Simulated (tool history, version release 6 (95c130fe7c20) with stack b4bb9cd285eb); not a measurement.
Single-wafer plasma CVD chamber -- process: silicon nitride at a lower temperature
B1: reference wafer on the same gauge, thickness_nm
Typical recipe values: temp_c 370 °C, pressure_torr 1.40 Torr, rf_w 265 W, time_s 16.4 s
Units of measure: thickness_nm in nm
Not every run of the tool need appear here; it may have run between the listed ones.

{"run": 1, "hour": 0.0, "temp_c": 370, "pressure_torr": 1.4, "rf_w": 265, "time_s": 13.9, "B1": 19.032, "thickness_nm": 14.035}
{"run": 2, "hour": 11.6, "temp_c": 370, "pressure_torr": 1.4, "rf_w": 265, "time_s": 13.9, "B1": 19.046, "thickness_nm": 14.082}
{"run": 3, "hour": 29.0, "temp_c": 370, "pressure_torr": 1.4, "rf_w": 265, "time_s": 16.4, "B1": 19.057, "thickness_nm": 16.596}
{"run": 4, "hour": 38.7, "temp_c": 370, "pressure_torr": 1.4, "rf_w": 265, "time_s": 16.4, "B1": 19.073, "thickness_nm": 16.63}
{"run": 5, "hour": 55.5, "temp_c": 370, "pressure_torr": 1.4, "rf_w": 265, "time_s": 16.4, "B1": 19.091, "thickness_nm": 16.606}
{"run": 6, "hour": 72.7, "temp_c": 370, "pressure_torr": 1.19, "rf_w": 265, "time_s": 16.4, "B1": 19.091, "thickness_nm": 15.734}
{"run": 7, "hour": 88.9, "temp_c": 370, "pressure_torr": 1.4, "rf_w": 265, "time_s": 16.4, "B1": 19.117, "thickness_nm": 16.642}
{"run": 8, "hour": 96.1, "temp_c": 370, "pressure_torr": 1.4, "rf_w": 265, "time_s": 16.4, "B1": 19.108, "thickness_nm": 16.635}
{"hour": 105.5, "done": "capacitance manometer re-zeroed and calibrated"}
{"hour": 109.4, "done": "showerhead replaced"}
{"hour": 114.1, "done": "thermocouple changed; heater temperature recalibrated"}
{"hour": 115.4, "done": "RF generator calibrated"}
{"run": 9, "hour": 115.9, "temp_c": 370, "pressure_torr": 1.4, "rf_w": 265, "time_s": 16.4, "B1": 19.124, "thickness_nm": 16.648}
{"run": 10, "hour": 117.5, "temp_c": 370, "pressure_torr": 1.4, "rf_w": 265, "time_s": 16.4, "B1": 19.128, "thickness_nm": 16.643}
{"hour": 121.1, "done": "gauge calibrated"}
{"run": 11, "hour": 129.2, "temp_c": 357, "pressure_torr": 1.4, "rf_w": 265, "time_s": 15.0, "B1": 19.015, "thickness_nm": 15.224}
{"run": 12, "hour": 137.5, "temp_c": 370, "pressure_torr": 1.4, "rf_w": 265, "time_s": 16.4, "B1": 19.016, "thickness_nm": 16.585}
{"run": 13, "hour": 151.3, "temp_c": 370, "pressure_torr": 1.4, "rf_w": 265, "time_s": 17.4, "B1": 19.03, "thickness_nm": 17.594}
{"run": 14, "hour": 163.5, "temp_c": 370, "pressure_torr": 1.4, "rf_w": 295, "time_s": 18.4, "B1": 19.045, "thickness_nm": 19.885}
{"run": 15, "hour": 179.2, "temp_c": 374, "pressure_torr": 1.6, "rf_w": 285, "time_s": 15.4, "B1": 19.063, "thickness_nm": 16.98}
{"run": 16, "hour": 186.5, "temp_c": 385, "pressure_torr": 1.64, "rf_w": 265, "time_s": 16.4, "B1": 19.056, "thickness_nm": 17.317}
{"run": 17, "hour": 195.8, "temp_c": 370, "pressure_torr": 1.4, "rf_w": 265, "time_s": 16.4, "B1": 19.065, "thickness_nm": 16.589}
{"run": 18, "hour": 203.6, "temp_c": 370, "pressure_torr": 1.14, "rf_w": 265, "time_s": 17.6, "B1": 19.071, "thickness_nm": 16.586}

Branching from run 18: 3 alternative next runs. What would each branch give?
{"run": "A", "hour": 204.0, "temp_c": 370, "pressure_torr": 1.4, "rf_w": 265, "time_s": 16.4, "B1": "?", "thickness_nm": "?"}
{"run": "B", "hour": 204.0, "temp_c": 363, "pressure_torr": 1.4, "rf_w": 265, "time_s": 13.7, "B1": "?", "thickness_nm": "?"}
{"run": "C", "hour": 204.0, "temp_c": 361, "pressure_torr": 1.62, "rf_w": 230, "time_s": 19.0, "B1": "?", "thickness_nm": "?"}

run=A B1=19.072 thickness_nm=16.590
run=B B1=19.072 thickness_nm=13.907
run=C B1=19.072 thickness_nm=18.486
Had the tool no hidden state, the same runs would have come out as:
run=A thickness_nm=16.527
run=B thickness_nm=13.855
run=C thickness_nm=18.416
